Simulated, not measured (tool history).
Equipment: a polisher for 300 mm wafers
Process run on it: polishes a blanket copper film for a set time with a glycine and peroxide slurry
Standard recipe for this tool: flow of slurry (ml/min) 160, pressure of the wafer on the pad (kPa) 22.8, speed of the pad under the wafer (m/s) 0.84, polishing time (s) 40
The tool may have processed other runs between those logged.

run	day	flow of slurry (ml/min)	pressure of the wafer on the pad (kPa)	speed of the pad under the wafer (m/s)	polishing time (s)	wafers since the last listed run	wafers polished on this pad	hours since the slurry nozzle was cleaned	hours since the head pressure was calibrated	incoming thickness of the incoming film, nm	film removed (angstrom)
1	0	160	22.8	0.74	40	0	304	778.1	290.6	1932	2600
2	0.579	160	22.8	0.74	40	104	409	792	304.5	1946.4	2620
3	1.204	160	22.8	0.74	40	113	522	807	319.5	1945.7	2608
4	1.65	160	22.8	0.84	40	80	603	817.7	330.2	1956.6	2890
# day 1.825: worn pad replaced by a new one
5	2.158	160	22.8	0.84	40	61	60	829.9	342.4	1959.3	2808
6	2.829	160	18.6	0.72	40	121	181	846	358.5	1973.6	2199
7	3.438	160	18.6	0.72	40	110	291	860.6	373.1	1971.6	2158
# day 3.946: slurry nozzle cleaned
8	4.121	190	27.6	0.84	40	116	408	4.2	389.5	1927.1	3472
# day 4.492: head pressure recalibrated
9	4.646	160	22.8	0.84	40	80	488	16.8	3.7	1931.9	2672
10	4.983	160	22.8	1.06	28	61	549	24.9	11.8	1926.6	2201
# day 5.442: worn pad replaced by a new one
11	5.562	145	22.8	0.84	40	74	21	38.8	25.7	1945	2581
12	6.075	210	18.6	1.1	40	92	114	51.1	38	1906.8	2879
13	6.658	160	22.8	0.84	40	105	220	65.1	52	1959.6	2633
14	7.179	120	30.3	1.02	40	94	314	77.6	64.5	1956.3	3766
15	7.521	185	22.8	0.98	49	61	376	85.8	72.7	1957.4	3752
16	7.788	115	22.8	0.84	29	48	424	92.2	79.1	1961	1863
# day 8.567: worn pad replaced by a new one
17	9.096	205	22.8	0.84	40	206	95	123.6	110.5	1946.5	2816
18	9.571	110	24.8	1.04	28	86	181	135	121.9	1967.2	2254
19	10.042	160	22.8	0.84	40	85	267	146.3	133.2	1952.1	2745

Selected run-to-run steps in film removed (angstrom), each split into two signed amounts: the part the tool would show with no hidden state at all (from settings, incoming material and random variation), and the remainder, which goes to the hidden state together with any gauge scatter not common to the measured and the hidden-state-free results:
Unlogged tool condition in this case: removal rate lost through wear of the pad, %; slurry flow missing at the pad, %; deviation of the head's pressure from its setpoint, %.
Run 8 -> 9: flow of slurry (ml/min) 190 -> 160, pressure of the wafer on the pad (kPa) 27.6 -> 22.8, head pressure recalibrated. film removed (angstrom) -800: hidden state -278, all else -522.
Run 15 -> 16: flow of slurry (ml/min) 185 -> 115, speed of the pad under the wafer (m/s) 0.98 -> 0.84, polishing time (s) 49 -> 29. film removed (angstrom) -1889: hidden state -44, all else -1845.
